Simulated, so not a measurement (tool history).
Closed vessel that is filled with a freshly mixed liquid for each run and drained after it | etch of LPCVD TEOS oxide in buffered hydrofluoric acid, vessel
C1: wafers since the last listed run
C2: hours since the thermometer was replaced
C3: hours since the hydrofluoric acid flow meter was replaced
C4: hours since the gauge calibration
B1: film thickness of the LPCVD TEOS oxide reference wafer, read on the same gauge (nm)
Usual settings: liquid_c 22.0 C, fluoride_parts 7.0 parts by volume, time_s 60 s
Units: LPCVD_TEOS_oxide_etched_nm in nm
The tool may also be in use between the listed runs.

run 1 hour=0.0 | liquid_c=22.0 fluoride_parts=7.0 time_s=60 | C1=0 C2=2580.3 C3=673.6 C4=262.9 | B1=39.99 | LPCVD_TEOS_oxide_etched_nm=212.56
run 2 hour=32.3 | liquid_c=22.0 fluoride_parts=7.0 time_s=60 | C1=4789 C2=2612.6 C3=705.9 C4=295.2 | B1=39.99 | LPCVD_TEOS_oxide_etched_nm=212.07
run 3 hour=71.7 | liquid_c=22.0 fluoride_parts=7.0 time_s=60 | C1=5842 C2=2652.0 C3=745.3 C4=334.6 | B1=39.99 | LPCVD_TEOS_oxide_etched_nm=215.10
run 4 hour=105.5 | liquid_c=22.0 fluoride_parts=7.0 time_s=60 | C1=5012 C2=2685.8 C3=779.1 C4=368.4 | B1=40.01 | LPCVD_TEOS_oxide_etched_nm=212.39
run 5 hour=156.2 | liquid_c=22.0 fluoride_parts=8.5 time_s=60 | C1=7518 C2=2736.5 C3=829.8 C4=419.1 | B1=40.03 | LPCVD_TEOS_oxide_etched_nm=172.05
run 6 hour=191.6 | liquid_c=22.0 fluoride_parts=8.5 time_s=60 | C1=5249 C2=2771.9 C3=865.2 C4=454.5 | B1=39.99 | LPCVD_TEOS_oxide_etched_nm=171.22
run 7 hour=236.2 | liquid_c=22.0 fluoride_parts=8.5 time_s=60 | C1=6613 C2=2816.5 C3=909.8 C4=499.1 | B1=40.02 | LPCVD_TEOS_oxide_etched_nm=171.95
-- hour=281.6 thermometer replaced
run 8 hour=283.1 | liquid_c=22.0 fluoride_parts=9.5 time_s=60 | C1=6806 C2=1.5 C3=956.7 C4=546.0 | B1=40.02 | LPCVD_TEOS_oxide_etched_nm=156.03
run 9 hour=315.8 | liquid_c=22.0 fluoride_parts=9.5 time_s=60 | C1=4848 C2=34.2 C3=989.4 C4=578.7 | B1=40.02 | LPCVD_TEOS_oxide_etched_nm=157.10
run 10 hour=379.5 | liquid_c=22.0 fluoride_parts=9.5 time_s=60 | C1=9445 C2=97.9 C3=1053.1 C4=642.4 | B1=39.98 | LPCVD_TEOS_oxide_etched_nm=157.08
run 11 hour=443.3 | liquid_c=22.0 fluoride_parts=7.0 time_s=60 | C1=9460 C2=161.7 C3=1116.9 C4=706.2 | B1=40.01 | LPCVD_TEOS_oxide_etched_nm=213.62
run 12 hour=479.1 | liquid_c=26.5 fluoride_parts=7.0 time_s=60 | C1=5308 C2=197.5 C3=1152.7 C4=742.0 | B1=39.99 | LPCVD_TEOS_oxide_etched_nm=269.60
run 13 hour=520.5 | liquid_c=24.5 fluoride_parts=5.0 time_s=60 | C1=6139 C2=238.9 C3=1194.1 C4=783.4 | B1=39.98 | LPCVD_TEOS_oxide_etched_nm=325.99
-- hour=549.0 hydrofluoric acid flow meter replaced
run 14 hour=569.3 | liquid_c=19.0 fluoride_parts=8.0 time_s=60 | C1=7088 C2=287.7 C3=20.3 C4=832.2 | B1=40.01 | LPCVD_TEOS_oxide_etched_nm=155.12
run 15 hour=596.7 | liquid_c=19.0 fluoride_parts=9.5 time_s=60 | C1=4063 C2=315.1 C3=47.7 C4=859.6 | B1=40.02 | LPCVD_TEOS_oxide_etched_nm=132.88
run 16 hour=653.1 | liquid_c=18.0 fluoride_parts=5.0 time_s=40 | C1=8363 C2=371.5 C3=104.1 C4=916.0 | B1=39.96 | LPCVD_TEOS_oxide_etched_nm=153.00
run 17 hour=703.8 | liquid_c=22.0 fluoride_parts=7.0 time_s=60 | C1=7518 C2=422.2 C3=154.8 C4=966.7 | B1=40.03 | LPCVD_TEOS_oxide_etched_nm=213.87
run 18 hour=740.3 | liquid_c=20.5 fluoride_parts=7.0 time_s=60 | C1=5412 C2=458.7 C3=191.3 C4=1003.2 | B1=40.03 | LPCVD_TEOS_oxide_etched_nm=196.03
run 19 hour=772.9 | liquid_c=19.5 fluoride_parts=5.5 time_s=35 | C1=4834 C2=491.3 C3=223.9 C4=1035.8 | B1=39.97 | LPCVD_TEOS_oxide_etched_nm=134.05
run 20 hour=836.4 | liquid_c=22.0 fluoride_parts=8.5 time_s=60 | C1=9416 C2=554.8 C3=287.4 C4=1099.3 | B1=39.96 | LPCVD_TEOS_oxide_etched_nm=173.00
run 21 hour=878.7 | liquid_c=18.5 fluoride_parts=5.0 time_s=40 | C1=6272 C2=597.1 C3=329.7 C4=1141.6 | B1=40.02 | LPCVD_TEOS_oxide_etched_nm=156.39
-- hour=944.6 gauge calibrated
run 22 hour=945.8 | liquid_c=23.5 fluoride_parts=7.0 time_s=70 | C1=9950 C2=664.2 C3=396.8 C4=1.2 | B1=40.02 | LPCVD_TEOS_oxide_etched_nm=269.89
run 23 hour=978.6 | liquid_c=22.0 fluoride_parts=7.0 time_s=60 | C1=4863 C2=697.0 C3=429.6 C4=34.0 | B1=40.04 | LPCVD_TEOS_oxide_etched_nm=211.54
run 24 hour=1048.8 | liquid_c=22.0 fluoride_parts=9.5 time_s=40 | C1=10409 C2=767.2 C3=499.8 C4=104.2 | B1=40.00 | LPCVD_TEOS_oxide_etched_nm=103.91
run 25 hour=1073.0 | liquid_c=26.0 fluoride_parts=7.0 time_s=40 | C1=3588 C2=791.4 C3=524.0 C4=128.4 | B1=40.00 | LPCVD_TEOS_oxide_etched_nm=175.80
run 26 hour=1102.6 | liquid_c=22.0 fluoride_parts=7.0 time_s=60 | C1=4389 C2=821.0 C3=553.6 C4=158.0 | B1=40.03 | LPCVD_TEOS_oxide_etched_nm=214.58
run 27 hour=1147.8 | liquid_c=26.5 fluoride_parts=6.0 time_s=85 | C1=6702 C2=866.2 C3=598.8 C4=203.2 | B1=39.99 | LPCVD_TEOS_oxide_etched_nm=441.68
run 28 hour=1189.0 | liquid_c=22.0 fluoride_parts=7.0 time_s=60 | C1=6109 C2=907.4 C3=640.0 C4=244.4 | B1=39.98 | LPCVD_TEOS_oxide_etched_nm=210.87
run 29 hour=1225.2 | liquid_c=22.0 fluoride_parts=7.0 time_s=60 | C1=5367 C2=943.6 C3=676.2 C4=280.6 | B1=40.03 | LPCVD_TEOS_oxide_etched_nm=213.06
run 30 hour=1262.8 | liquid_c=24.0 fluoride_parts=8.5 time_s=60 | C1=5575 C2=981.2 C3=713.8 C4=318.2 | B1=40.00 | LPCVD_TEOS_oxide_etched_nm=193.33
run 31 hour=1419.0 | liquid_c=22.0 fluoride_parts=7.0 time_s=60 | C1=23162 C2=1137.4 C3=870.0 C4=474.4 | B1=40.01 | LPCVD_TEOS_oxide_etched_nm=213.20
run 32 hour=1454.3 | liquid_c=22.0 fluoride_parts=5.0 time_s=50 | C1=5234 C2=1172.7 C3=905.3 C4=509.7 | B1=40.02 | LPCVD_TEOS_oxide_etched_nm=237.36
run 33 hour=1498.9 | liquid_c=22.0 fluoride_parts=7.0 time_s=60 | C1=6613 C2=1217.3 C3=949.9 C4=554.3 | B1=40.06 | LPCVD_TEOS_oxide_etched_nm=212.10
run 34 hour=1532.3 | liquid_c=22.0 fluoride_parts=7.0 time_s=60 | C1=4952 C2=1250.7 C3=983.3 C4=587.7 | B1=39.95 | LPCVD_TEOS_oxide_etched_nm=212.03

The tool's hidden state at each run:
liquid hotter than its thermometer reads (K): 0 in every run
hydrofluoric acid flow below the setpoint (%): 0 in every run
gauge reads high (%): 0 in every run
